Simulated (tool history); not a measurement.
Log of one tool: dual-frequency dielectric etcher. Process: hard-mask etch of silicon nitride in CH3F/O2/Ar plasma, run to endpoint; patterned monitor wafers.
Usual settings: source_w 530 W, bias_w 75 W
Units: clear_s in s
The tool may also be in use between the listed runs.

run,day,source_w,bias_w,wafers since the last listed run,hours since the last wet clean,hours since the last source power generator calibration,hours since the last bias power generator calibration,hours since the last upper electrode change,"incoming incoming film thickness, nm",clear_s
1,0,530,75,0,278.6,1524.5,1611.6,1618.3,38.21,46.3
2,1.083,440,75,324,304.6,1550.5,1637.6,1644.3,38.03,48.2
3,2.633,440,75,463,341.8,1587.7,1674.8,1681.5,38.05,48.2
4,4.858,560,75,666,395.2,1641.1,1728.2,1734.9,38.07,44.5
5,6.579,560,75,515,436.5,1682.4,1769.5,1776.2,38.24,45.2
6,7.858,560,75,382,467.2,1713.1,1800.2,1806.9,38.04,44.5
7,9.388,610,75,457,503.9,1749.8,1836.9,1843.6,38.26,43.6
8,11.308,530,75,574,550,1795.9,1883,1889.7,37.85,45.4
9,13.217,640,75,571,595.8,1841.7,1928.8,1935.5,38.22,43.2
# day 14.05: source power generator calibrated
# day 15.092: wet clean of the chamber
10,15.121,530,75,220,0.7,25.7,1974.5,1981.2,38.18,45.4
# day 16.083: bias power generator calibrated
11,17.112,620,82,546,48.5,73.5,24.7,2029,38.4,41.9
# day 19.258: upper electrode replaced
12,19.558,420,66,432,107.2,132.2,83.4,7.2,38.07,52.1
13,22.008,530,75,733,166,191,142.2,66,37.69,45.5
14,23.8,440,63,536,209,234,185.2,109,37.94,50.9
15,26.475,620,82,800,273.2,298.2,249.4,173.2,37.89,41.4
16,27.912,590,66,430,307.7,332.7,283.9,207.7,38.48,47.2

How the hidden state differs across the entries between the runs, from the last listed run before each to the first after it:
Between runs 9 and 10: source power generator calibrated (day 14.05); wet clean of the chamber (day 15.092)
  no hidden state differs between the two runs
Between runs 10 and 11: bias power generator calibrated (day 16.083)
  no hidden state differs between the two runs
Between runs 11 and 12: upper electrode replaced (day 19.258)
  no hidden state differs between the two runs

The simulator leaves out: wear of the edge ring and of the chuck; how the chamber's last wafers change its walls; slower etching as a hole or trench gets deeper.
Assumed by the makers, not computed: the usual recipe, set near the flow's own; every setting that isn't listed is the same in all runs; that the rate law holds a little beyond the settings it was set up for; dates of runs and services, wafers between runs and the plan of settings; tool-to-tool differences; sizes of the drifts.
